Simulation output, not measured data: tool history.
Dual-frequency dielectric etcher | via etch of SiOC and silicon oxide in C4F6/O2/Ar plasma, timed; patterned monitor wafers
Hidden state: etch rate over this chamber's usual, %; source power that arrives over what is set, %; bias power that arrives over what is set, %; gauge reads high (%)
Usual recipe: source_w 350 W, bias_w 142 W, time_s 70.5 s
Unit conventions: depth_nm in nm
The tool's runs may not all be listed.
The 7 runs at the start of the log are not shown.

run	hour	source_w	bias_w	time_s	wafers since the last listed run	hours since the last wet clean	hours since the last source power generator calibration	hours since the last bias power generator calibration	hours since the last upper electrode change	hours since the gauge calibration	read-back reference wafer on the same gauge, depth_nm	depth_nm
8	172.0	350	142	79.0	228	359.2	2932.4	2872.8	2776.9	432.2	68.4	83.7
9	206.9	350	142	70.5	326	394.1	2967.3	2907.7	2811.8	467.1	68.4	74.8
10	223.0	410	167	70.5	150	410.2	2983.4	2923.8	2827.9	483.2	68.4	86.0
11	257.2	350	142	70.5	319	444.4	3017.6	2958.0	2862.1	517.4	68.4	74.8
# hour 282.9: bias power generator calibrated
# hour 283.5: gauge calibrated
# hour 294.4: wet clean of the chamber
12	294.9	350	142	70.5	208	0.5	3055.3	12.0	2899.8	11.4	68.4	72.8
13	307.7	350	142	70.5	119	13.3	3068.1	24.8	2912.6	24.2	68.4	72.6
14	330.0	350	142	70.5	208	35.6	3090.4	47.1	2934.9	46.5	68.4	72.6
# hour 338.4: source power generator calibrated
15	344.6	330	142	70.5	99	50.2	6.2	61.7	2949.5	61.1	68.4	72.3
16	367.6	350	162	64.5	214	73.2	29.2	84.7	2972.5	84.1	68.4	71.9
17	385.6	350	142	70.5	168	91.2	47.2	102.7	2990.5	102.1	68.4	74.0
18	421.1	270	173	49.5	331	126.7	82.7	138.2	3026.0	137.6	68.4	51.7
# hour 458.7: upper electrode replaced
19	459.2	270	142	70.5	131	164.8	120.8	176.3	0.5	175.7	68.4	66.9
20	462.4	350	108	59.5	29	168.0	124.0	179.5	3.7	178.9	68.4	54.3
21	474.6	310	118	50.0	114	180.2	136.2	191.7	15.9	191.1	68.4	45.6

Run 22 comes next. What will it give?
22	505.3	350	123	70.5	286	210.9	166.9	222.4	46.6	221.8	?	?

{"run 22": {"read-back reference wafer on the same gauge, depth_nm": 68.4, "depth_nm": 68.8}}
Without the tool's hidden state the same run would have given depth_nm 68.6 nm.

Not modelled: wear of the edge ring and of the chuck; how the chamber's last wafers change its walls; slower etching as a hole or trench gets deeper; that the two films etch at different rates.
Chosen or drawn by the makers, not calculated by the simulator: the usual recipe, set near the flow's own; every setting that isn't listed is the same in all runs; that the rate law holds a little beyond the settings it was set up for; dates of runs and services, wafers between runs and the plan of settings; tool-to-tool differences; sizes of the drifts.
